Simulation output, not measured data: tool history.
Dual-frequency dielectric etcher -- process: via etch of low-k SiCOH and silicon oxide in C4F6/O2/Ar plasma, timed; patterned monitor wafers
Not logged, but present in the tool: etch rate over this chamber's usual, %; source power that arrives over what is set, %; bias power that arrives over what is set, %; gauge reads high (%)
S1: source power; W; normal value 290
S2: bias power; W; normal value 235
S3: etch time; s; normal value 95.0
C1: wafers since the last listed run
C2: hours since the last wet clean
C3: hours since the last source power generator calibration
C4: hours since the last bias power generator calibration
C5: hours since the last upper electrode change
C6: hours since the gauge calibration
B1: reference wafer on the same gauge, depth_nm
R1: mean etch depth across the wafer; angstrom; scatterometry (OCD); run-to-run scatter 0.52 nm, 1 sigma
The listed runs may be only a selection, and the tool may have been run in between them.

run    hour   S1   S2     S3    C1     C2      C3      C4      C5      C6     B1    R1
  1     0.0  290  235   95.0     0  182.4  3932.5   955.8  2029.7  2484.3  222.1  2614
  2    57.4  290  235   95.0   519  239.8  3989.9  1013.2  2087.1  2541.7  221.9  2622
  3   151.5  290  235   95.0   852  333.9  4084.0  1107.3  2181.2  2635.8  222.1  2628
      354.8  -- wet clean of the chamber
  4   468.9  290  235   95.0  2656  114.1  4401.4  1424.7  2498.6  2953.2  222.0  2625
  5   627.8  290  235  117.0  1438  273.0  4560.3  1583.6  2657.5  3112.1  221.8  3227
  6   696.2  290  235  117.0   619  341.4  4628.7  1652.0  2725.9  3180.5  222.1  3230
  7   786.3  340  235   95.0   815  431.5  4718.8  1742.1  2816.0  3270.6  222.0  2774
      821.9  -- wet clean of the chamber
      885.7  -- gauge calibrated
  8   887.0  340  235   95.0   694   65.1  4819.5  1842.8  2916.7     1.3  221.8  2775
  9   973.9  340  235   95.0   786  152.0  4906.4  1929.7  3003.6    88.2  222.0  2778
     1018.3  -- bias power generator calibrated
 10  1021.4  290  235   95.0   393  199.5  4953.9     3.1  3051.1   135.7  222.1  2655
 11  1126.4  290  235   95.0   950  304.5  5058.9   108.1  3156.1   240.7  222.0  2663
 12  1214.1  290  235   95.0   794  392.2  5146.6   195.8  3243.8   328.4  222.0  2657
     1265.7  -- source power generator calibrated
 13  1270.0  290  235   95.0   469  448.1     4.3   251.7  3299.7   384.3  222.2  2600
     1297.9  -- upper electrode replaced
 14  1329.5  290  235   95.0   321  507.6    63.8   311.2    31.6   443.8  221.9  2601
     1428.9  -- wet clean of the chamber
 15  1437.5  320  283   83.0   760    8.6   171.8   419.2   139.6   551.8  222.0  2432
 16  1525.2  230  261  106.5   794   96.3   259.5   506.9   227.3   639.5  221.9  2759
 17  1601.4  290  235   95.0   690  172.5   335.7   583.1   303.5   715.7  222.0  2589
 18  1644.9  290  176   72.5   393  216.0   379.2   626.6   347.0   759.2  222.0  1880
 19  1685.5  290  235   95.0   367  256.6   419.8   667.2   387.6   799.8  221.9  2592
 20  1779.2  320  207   69.5   848  350.3   513.5   760.9   481.3   893.5  221.9  1924
 21  1940.5  290  269   95.0  1460  511.6   674.8   922.2   642.6  1054.8  221.9  2655
 22  2013.0  290  185   95.0   656  584.1   747.3   994.7   715.1  1127.3  222.1  2475
     2041.5  -- wet clean of the chamber
 23  2078.1  270  235   95.0   372   36.6   812.4  1059.8   780.2  1192.4  222.0  2522
 24  2124.1  260  212   95.0   416   82.6   858.4  1105.8   826.2  1238.4  221.8  2451
 25  2205.9  270  205   95.0   740  164.4   940.2  1187.6   908.0  1320.2  222.0  2460
 26  2257.4  290  235   95.0   466  215.9   991.7  1239.1   959.5  1371.7  221.9  2590
 27  2350.2  290  264   95.0   840  308.7  1084.5  1331.9  1052.3  1464.5  222.0  2650
 28  2442.5  290  235   95.0   835  401.0  1176.8  1424.2  1144.6  1556.8  221.8  2590

What if the next run were any one of these 5? Each begins from the tool's condition after run 28:
  A  2442.9  290  235   95.0   3  401.4  1177.2  1424.6  1145.0  1557.2   ?   ?
  B  2442.9  290  272   88.0   3  401.4  1177.2  1424.6  1145.0  1557.2   ?   ?
  C  2442.9  360  267   95.0   3  401.4  1177.2  1424.6  1145.0  1557.2   ?   ?
  D  2442.9  240  291   95.0   3  401.4  1177.2  1424.6  1145.0  1557.2   ?   ?
  E  2442.9  240  205  104.5   3  401.4  1177.2  1424.6  1145.0  1557.2   ?   ?

run     B1    R1
  A  222.0  2582
  B  222.0  2461
  C  222.0  2852
  D  222.0  2527
  E  222.0  2599
What these runs would have given with no unlogged condition in the tool:
run    R1
  A  2596
  B  2474
  C  2867
  D  2541
  E  2612
